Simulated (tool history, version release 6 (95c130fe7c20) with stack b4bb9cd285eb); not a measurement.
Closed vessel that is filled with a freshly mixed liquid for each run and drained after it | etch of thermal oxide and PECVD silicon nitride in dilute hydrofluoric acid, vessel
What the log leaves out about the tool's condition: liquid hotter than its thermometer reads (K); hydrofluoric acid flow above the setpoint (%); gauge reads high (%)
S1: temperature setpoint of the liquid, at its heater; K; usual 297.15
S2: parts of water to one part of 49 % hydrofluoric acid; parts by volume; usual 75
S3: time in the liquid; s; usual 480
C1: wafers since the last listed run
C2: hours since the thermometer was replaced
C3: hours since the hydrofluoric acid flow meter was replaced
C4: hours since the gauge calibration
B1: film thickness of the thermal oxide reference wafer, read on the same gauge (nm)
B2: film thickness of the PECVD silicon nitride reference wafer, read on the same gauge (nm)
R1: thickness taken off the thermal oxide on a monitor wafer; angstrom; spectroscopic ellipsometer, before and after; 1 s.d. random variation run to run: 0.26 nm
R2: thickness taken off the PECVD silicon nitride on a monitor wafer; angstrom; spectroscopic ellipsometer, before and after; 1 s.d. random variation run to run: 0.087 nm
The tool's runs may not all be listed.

run,day,S1,S2,S3,C1,C2,C3,C4,B1,B2,R1,R2
1,0.000,297.15,75,480,0,672.3,2266.0,313.4,79.99,40.01,359.2,124.9
2,1.029,297.15,75,480,1226,697.0,2290.7,338.1,79.97,40.02,359.1,124.8
3,2.446,297.15,75,480,1688,731.0,2324.7,372.1,80.00,39.98,364.7,127.0
4,4.179,293.65,75,480,2066,772.6,2366.3,413.7,80.07,40.01,312.6,99.6
5,5.083,293.65,75,480,1077,794.3,2388.0,435.4,80.01,40.00,310.7,98.9
6,6.196,293.65,75,480,1326,821.0,2414.7,462.1,79.94,39.96,310.8,99.6
7,7.108,297.15,75,280,1087,842.9,2436.6,484.0,80.05,40.00,211.3,74.1
8,7.879,297.15,75,280,918,861.4,2455.1,502.5,80.01,39.99,213.0,73.4
9,8.875,297.15,75,280,1187,885.3,2479.0,526.4,79.99,40.01,214.4,74.4
10,10.162,297.15,85,480,1534,916.2,2509.9,557.3,80.01,40.02,317.5,112.2
# day 10.167: gauge calibrated
11,11.229,297.15,75,480,1271,941.8,2535.5,25.5,79.98,39.99,365.8,126.8
12,12.533,297.15,75,480,1554,973.1,2566.8,56.8,79.96,39.97,366.9,128.0
# day 13.217: thermometer replaced
13,13.933,297.15,75,480,1619,17.2,2600.4,90.4,80.05,40.00,363.7,128.0
14,15.062,292.15,75,480,1345,44.3,2627.5,117.5,80.00,40.00,296.8,90.8
15,15.958,292.15,75,370,1067,65.8,2649.0,139.0,79.94,40.00,228.3,70.5
16,17.375,300.15,40,635,1688,99.8,2683.0,173.0,79.99,39.99,1083.5,384.7
17,18.108,297.15,100,480,874,117.4,2700.6,190.6,80.04,39.99,267.0,97.0
# day 18.583: hydrofluoric acid flow meter replaced
18,19.575,294.15,40,405,1698,152.6,23.8,225.8,80.00,40.00,474.4,146.0
19,20.479,297.15,75,480,1077,174.3,45.5,247.5,80.00,40.01,326.6,113.4
20,21.321,293.65,55,480,1003,194.5,65.7,267.7,80.00,39.97,396.5,122.3
21,22.775,297.15,75,480,1733,229.4,100.6,302.6,80.01,40.03,325.2,114.2
22,23.950,299.15,60,600,1400,257.6,128.8,330.8,79.99,39.99,556.5,200.7
23,24.617,297.15,75,480,794,273.6,144.8,346.8,80.00,39.98,324.3,116.0
24,25.300,297.15,115,315,814,290.0,161.2,363.2,80.03,39.96,132.8,49.6
25,26.388,295.15,35,260,1296,316.1,187.3,389.3,80.06,40.00,366.6,115.0
26,27.038,297.15,75,480,774,331.7,202.9,404.9,79.99,40.04,326.0,116.4
27,28.242,297.15,110,480,1435,360.6,231.8,433.8,80.01,40.02,215.5,77.9

Alternative continuations, all from the tool just after run 27; predict every row:
A,28.275,297.15,75,480,39,361.4,232.6,434.6,?,?,?,?
B,28.275,298.65,110,480,39,361.4,232.6,434.6,?,?,?,?
C,28.275,297.15,75,255,39,361.4,232.6,434.6,?,?,?,?

run,B1,B2,R1,R2
A,80.06,40.01,330.7,115.4
B,80.06,40.01,229.2,87.2
C,80.06,40.01,175.7,61.3
Stripped of hidden state, with their random variation kept, the same runs would have yielded:
run,R1,R2
A,320.4,112.2
B,221.8,84.8
C,170.2,59.6

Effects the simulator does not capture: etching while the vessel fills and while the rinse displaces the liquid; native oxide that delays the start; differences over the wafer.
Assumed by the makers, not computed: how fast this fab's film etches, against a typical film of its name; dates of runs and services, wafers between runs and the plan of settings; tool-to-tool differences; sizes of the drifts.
